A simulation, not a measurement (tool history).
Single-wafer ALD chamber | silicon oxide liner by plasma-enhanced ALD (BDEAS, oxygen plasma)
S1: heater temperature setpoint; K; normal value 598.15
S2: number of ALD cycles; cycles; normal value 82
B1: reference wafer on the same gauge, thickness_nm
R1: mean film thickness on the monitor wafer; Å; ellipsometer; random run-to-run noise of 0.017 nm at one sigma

| run | hour | S1 | S2 | B1 | R1 |
|---|---|---|---|---|---|
| 1 | 0 | 598.15 | 82 | 7.009 | 69.03 |
| 2 | 65.7 | 598.15 | 82 | 7.011 | 69.04 |
| 3 | 103.6 | 598.15 | 82 | 7.008 | 68.72 |
| 4 | 163 | 598.15 | 87 | 7.012 | 72.96 |
| 5 | 209.7 | 598.15 | 87 | 7.009 | 73.14 |
| 6 | 262.6 | 592.15 | 86 | 7.013 | 73.3 |
| 7 | 298.2 | 598.15 | 82 | 7.011 | 68.77 |
| 8 | 332.8 | 598.15 | 82 | 7.009 | 68.88 |
| 9 | 375.8 | 604.15 | 75 | 7.008 | 62.69 |
| 10 | 434.5 | 604.15 | 75 | 7.011 | 62.34 |
| 11 | 478.7 | 598.15 | 82 | 7.011 | 69.18 |
| 12 | 517.1 | 598.15 | 82 | 7.008 | 68.89 |
| 13 | 546.5 | 598.15 | 82 | 7.007 | 69.25 |
| 14 | 607.4 | 598.15 | 82 | 7.008 | 69.16 |
| 15 | 660.8 | 598.15 | 82 | 7.014 | 69.08 |
| 16 | 706.3 | 598.15 | 82 | 7.009 | 69.18 |
|  | 727.3 | thermocouple changed; heater temperature recalibrated |
| 17 | 753.6 | 606.15 | 96 | 7.008 | 79.71 |
| 18 | 790 | 593.15 | 72 | 7.005 | 61.28 |
| 19 | 814.8 | 610.15 | 71 | 7.012 | 58.46 |
| 20 | 877.9 | 593.15 | 72 | 7.012 | 61.09 |
|  | 886.4 | gauge calibrated |
| 21 | 925.6 | 593.15 | 91 | 7.008 | 77.26 |
| 22 | 974.8 | 585.15 | 98 | 7.008 | 84.27 |
| 23 | 1007.2 | 598.15 | 82 | 7.01 | 69.16 |
| 24 | 1045.8 | 603.15 | 90 | 7.012 | 75.06 |
| 25 | 1078.9 | 593.15 | 73 | 7.009 | 61.78 |
| 26 | 1107.3 | 588.15 | 67 | 7.004 | 57.57 |
| 27 | 1133.5 | 598.15 | 66 | 7.008 | 55.66 |
| 28 | 1168.5 | 603.15 | 90 | 7.01 | 75.31 |
| 29 | 1216 | 587.15 | 90 | 7.012 | 77.26 |
| 30 | 1276.3 | 598.15 | 88 | 7.006 | 74.4 |
| 31 | 1339.1 | 606.15 | 96 | 7.01 | 79.66 |
| 32 | 1393.3 | 598.15 | 95 | 7.014 | 79.96 |
| 33 | 1431.9 | 585.15 | 82 | 7.012 | 70.77 |

3 ways to go on from here, each from the tool as it stands after run 33. What would each give?
| A | 1432.4 | 594.15 | 82 | ? | ? |
| B | 1432.4 | 584.15 | 82 | ? | ? |
| C | 1432.4 | 598.15 | 76 | ? | ? |

| run | B1 | R1 |
|---|---|---|
| A | 7.015 | 69.53 |
| B | 7.015 | 70.67 |
| C | 7.015 | 64.02 |
Without the tool's hidden state the same runs would have given:
| run | R1 |
|---|---|
| A | 69.53 |
| B | 70.67 |
| C | 64.02 |

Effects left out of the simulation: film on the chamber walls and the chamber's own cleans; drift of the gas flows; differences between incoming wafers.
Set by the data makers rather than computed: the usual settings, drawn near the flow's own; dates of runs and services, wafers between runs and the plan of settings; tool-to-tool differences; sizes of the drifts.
